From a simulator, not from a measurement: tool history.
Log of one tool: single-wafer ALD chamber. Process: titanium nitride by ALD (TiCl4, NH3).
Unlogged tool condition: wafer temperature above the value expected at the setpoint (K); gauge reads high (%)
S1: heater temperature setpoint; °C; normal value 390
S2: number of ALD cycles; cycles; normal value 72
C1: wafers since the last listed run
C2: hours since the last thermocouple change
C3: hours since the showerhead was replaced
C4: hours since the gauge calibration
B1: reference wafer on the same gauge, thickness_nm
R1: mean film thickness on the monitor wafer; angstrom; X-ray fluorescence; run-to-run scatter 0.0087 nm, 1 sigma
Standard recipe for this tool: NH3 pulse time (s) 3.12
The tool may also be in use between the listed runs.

run 1 hour=0 | S1=390 S2=72 NH3_pulse_time_(s)=3.12 | C1=0 C2=62.1 C3=3733.9 C4=645.5 | B1=1.812 | R1=15.42
run 2 hour=41.5 | S1=390 S2=72 NH3_pulse_time_(s)=3.12 | C1=136 C2=103.6 C3=3775.4 C4=687 | B1=1.811 | R1=15.36
run 3 hour=119.2 | S1=390 S2=72 NH3_pulse_time_(s)=3.12 | C1=255 C2=181.3 C3=3853.1 C4=764.7 | B1=1.797 | R1=15.2
run 4 hour=206.8 | S1=390 S2=72 NH3_pulse_time_(s)=3.12 | C1=287 C2=268.9 C3=3940.7 C4=852.3 | B1=1.788 | R1=15.29
run 5 hour=282.7 | S1=390 S2=83 NH3_pulse_time_(s)=3.12 | C1=249 C2=344.8 C3=4016.6 C4=928.2 | B1=1.779 | R1=17.33
run 6 hour=389.2 | S1=390 S2=83 NH3_pulse_time_(s)=3.12 | C1=349 C2=451.3 C3=4123.1 C4=1034.7 | B1=1.762 | R1=17.1
run 7 hour=470.1 | S1=390 S2=83 NH3_pulse_time_(s)=3.12 | C1=265 C2=532.2 C3=4204 C4=1115.6 | B1=1.752 | R1=16.9
-- hour=551.2 gauge calibrated
run 8 hour=576.3 | S1=390 S2=72 NH3_pulse_time_(s)=3.12 | C1=348 C2=638.4 C3=4310.2 C4=25.1 | B1=1.845 | R1=15.56
run 9 hour=621.7 | S1=390 S2=72 NH3_pulse_time_(s)=3.12 | C1=149 C2=683.8 C3=4355.6 C4=70.5 | B1=1.845 | R1=15.49
run 10 hour=688 | S1=390 S2=82 NH3_pulse_time_(s)=3.12 | C1=217 C2=750.1 C3=4421.9 C4=136.8 | B1=1.844 | R1=17.79
run 11 hour=772.2 | S1=402 S2=66 NH3_pulse_time_(s)=4.12 | C1=276 C2=834.3 C3=4506.1 C4=221 | B1=1.845 | R1=14.48
run 12 hour=844.6 | S1=376 S2=72 NH3_pulse_time_(s)=3.47 | C1=237 C2=906.7 C3=4578.5 C4=293.4 | B1=1.839 | R1=15.43
run 13 hour=898.1 | S1=390 S2=72 NH3_pulse_time_(s)=3.12 | C1=175 C2=960.2 C3=4632 C4=346.9 | B1=1.839 | R1=15.47
run 14 hour=977.3 | S1=390 S2=72 NH3_pulse_time_(s)=3.52 | C1=260 C2=1039.4 C3=4711.2 C4=426.1 | B1=1.833 | R1=15.46
run 15 hour=1036.7 | S1=395 S2=61 NH3_pulse_time_(s)=3.12 | C1=195 C2=1098.8 C3=4770.6 C4=485.5 | B1=1.833 | R1=13.06
-- hour=1093.3 thermocouple changed; heater temperature recalibrated
run 16 hour=1124.1 | S1=404 S2=72 NH3_pulse_time_(s)=2.17 | C1=260 C2=30.8 C3=4858 C4=572.9 | B1=1.825 | R1=15.35
-- hour=1165.4 showerhead replaced
run 17 hour=1209 | S1=390 S2=78 NH3_pulse_time_(s)=2.62 | C1=252 C2=115.7 C3=43.6 C4=657.8 | B1=1.817 | R1=16.42
run 18 hour=1474.4 | S1=390 S2=72 NH3_pulse_time_(s)=3.12 | C1=871 C2=381.1 C3=309 C4=923.2 | B1=1.788 | R1=15.18
run 19 hour=1541.9 | S1=382 S2=81 NH3_pulse_time_(s)=2.48 | C1=221 C2=448.6 C3=376.5 C4=990.7 | B1=1.78 | R1=16.58
run 20 hour=1619.3 | S1=390 S2=60 NH3_pulse_time_(s)=3.12 | C1=254 C2=526 C3=453.9 C4=1068.1 | B1=1.767 | R1=12.38

For some of the steps in R1 from one run to the next: how much would appear even if the tool had no hidden state, given the settings, what came in and random variation, and how much remains for the hidden state plus any gauge scatter that the measured result and the result without hidden state don't share?
Run 7 -> 8: S2 83 -> 72, gauge calibrated. R1 -1.34 angstrom: hidden state +0.89, all else -2.23.
Run 10 -> 11: S1 390 -> 402, S2 82 -> 66, NH3 pulse time (s) 3.12 -> 4.12. R1 -3.31 angstrom: hidden state -0.03, all else -3.28.
Run 17 -> 18: S2 78 -> 72, NH3 pulse time (s) 2.62 -> 3.12. R1 -1.24 angstrom: hidden state -0.22, all else -1.02.
Run 19 -> 20: S1 382 -> 390, S2 81 -> 60, NH3 pulse time (s) 2.48 -> 3.12. R1 -4.2 angstrom: hidden state +0.06, all else -4.26.

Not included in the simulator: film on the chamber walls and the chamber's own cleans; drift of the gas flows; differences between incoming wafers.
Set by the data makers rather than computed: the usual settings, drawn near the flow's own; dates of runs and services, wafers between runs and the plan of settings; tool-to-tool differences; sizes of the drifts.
